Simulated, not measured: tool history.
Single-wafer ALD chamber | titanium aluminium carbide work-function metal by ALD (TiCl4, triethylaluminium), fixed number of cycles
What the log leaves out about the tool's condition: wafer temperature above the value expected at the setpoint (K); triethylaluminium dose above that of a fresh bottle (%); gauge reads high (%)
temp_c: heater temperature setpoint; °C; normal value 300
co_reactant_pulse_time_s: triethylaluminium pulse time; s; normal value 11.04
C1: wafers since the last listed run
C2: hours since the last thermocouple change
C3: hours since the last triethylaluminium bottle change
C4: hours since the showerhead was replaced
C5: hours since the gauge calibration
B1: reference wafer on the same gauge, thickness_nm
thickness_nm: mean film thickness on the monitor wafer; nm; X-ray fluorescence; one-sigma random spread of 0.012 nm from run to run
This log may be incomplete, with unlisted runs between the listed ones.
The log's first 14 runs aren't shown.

run 15 hour=181.4 | temp_c=305 co_reactant_pulse_time_s=13.95 | C1=108 C2=26.5 C3=1625.6 C4=44.4 C5=19.2 | B1=2.330 | thickness_nm=1.056
run 16 hour=198.6 | temp_c=300 co_reactant_pulse_time_s=13.97 | C1=139 C2=43.7 C3=1642.8 C4=61.6 C5=36.4 | B1=2.330 | thickness_nm=0.892
run 17 hour=213.1 | temp_c=312 co_reactant_pulse_time_s=14.52 | C1=117 C2=58.2 C3=1657.3 C4=76.1 C5=50.9 | B1=2.332 | thickness_nm=0.882
run 18 hour=230.8 | temp_c=315 co_reactant_pulse_time_s=15.44 | C1=143 C2=75.9 C3=1675.0 C4=93.8 C5=68.6 | B1=2.331 | thickness_nm=0.765
run 19 hour=261.5 | temp_c=300 co_reactant_pulse_time_s=11.04 | C1=249 C2=106.6 C3=1705.7 C4=124.5 C5=99.3 | B1=2.333 | thickness_nm=0.152
-- hour=279.5 triethylaluminium bottle replaced
run 20 hour=280.0 | temp_c=306 co_reactant_pulse_time_s=9.05 | C1=85 C2=125.1 C3=0.5 C4=143.0 C5=117.8 | B1=2.330 | thickness_nm=1.835
run 21 hour=289.0 | temp_c=292 co_reactant_pulse_time_s=7.84 | C1=73 C2=134.1 C3=9.5 C4=152.0 C5=126.8 | B1=2.328 | thickness_nm=1.245
run 22 hour=298.1 | temp_c=300 co_reactant_pulse_time_s=11.04 | C1=73 C2=143.2 C3=18.6 C4=161.1 C5=135.9 | B1=2.331 | thickness_nm=2.001
run 23 hour=311.6 | temp_c=292 co_reactant_pulse_time_s=7.84 | C1=109 C2=156.7 C3=32.1 C4=174.6 C5=149.4 | B1=2.329 | thickness_nm=1.248
run 24 hour=326.6 | temp_c=314 co_reactant_pulse_time_s=9.67 | C1=121 C2=171.7 C3=47.1 C4=189.6 C5=164.4 | B1=2.330 | thickness_nm=2.044
run 25 hour=334.8 | temp_c=292 co_reactant_pulse_time_s=13.12 | C1=66 C2=179.9 C3=55.3 C4=197.8 C5=172.6 | B1=2.328 | thickness_nm=1.966
run 26 hour=344.3 | temp_c=311 co_reactant_pulse_time_s=11.04 | C1=77 C2=189.4 C3=64.8 C4=207.3 C5=182.1 | B1=2.332 | thickness_nm=2.132
run 27 hour=357.1 | temp_c=304 co_reactant_pulse_time_s=11.04 | C1=104 C2=202.2 C3=77.6 C4=220.1 C5=194.9 | B1=2.329 | thickness_nm=2.050
run 28 hour=365.3 | temp_c=300 co_reactant_pulse_time_s=11.04 | C1=66 C2=210.4 C3=85.8 C4=228.3 C5=203.1 | B1=2.330 | thickness_nm=2.004
run 29 hour=375.1 | temp_c=300 co_reactant_pulse_time_s=11.04 | C1=79 C2=220.2 C3=95.6 C4=238.1 C5=212.9 | B1=2.331 | thickness_nm=2.000
run 30 hour=384.7 | temp_c=300 co_reactant_pulse_time_s=11.04 | C1=78 C2=229.8 C3=105.2 C4=247.7 C5=222.5 | B1=2.328 | thickness_nm=2.009
run 31 hour=395.2 | temp_c=300 co_reactant_pulse_time_s=11.04 | C1=85 C2=240.3 C3=115.7 C4=258.2 C5=233.0 | B1=2.327 | thickness_nm=2.011

5 ways to go on from here, each from the tool as it stands after run 31. What would each give?
run A hour=395.6 | temp_c=300 co_reactant_pulse_time_s=13.42 | C1=3 C2=240.7 C3=116.1 C4=258.6 C5=233.4 | B1=? | thickness_nm=?
run B hour=395.6 | temp_c=311 co_reactant_pulse_time_s=12.49 | C1=3 C2=240.7 C3=116.1 C4=258.6 C5=233.4 | B1=? | thickness_nm=?
run C hour=395.6 | temp_c=309 co_reactant_pulse_time_s=14.49 | C1=3 C2=240.7 C3=116.1 C4=258.6 C5=233.4 | B1=? | thickness_nm=?
run D hour=395.6 | temp_c=311 co_reactant_pulse_time_s=12.92 | C1=3 C2=240.7 C3=116.1 C4=258.6 C5=233.4 | B1=? | thickness_nm=?
run E hour=395.6 | temp_c=308 co_reactant_pulse_time_s=7.92 | C1=3 C2=240.7 C3=116.1 C4=258.6 C5=233.4 | B1=? | thickness_nm=?

run=A B1=2.330 thickness_nm=2.056
run=B B1=2.330 thickness_nm=2.160
run=C B1=2.330 thickness_nm=2.152
run=D B1=2.330 thickness_nm=2.165
run=E B1=2.330 thickness_nm=1.398
With the hidden condition removed and each run's random variation left untouched, the same runs would have given:
run=A thickness_nm=2.057
run=B thickness_nm=2.162
run=C thickness_nm=2.152
run=D thickness_nm=2.166
run=E thickness_nm=1.418
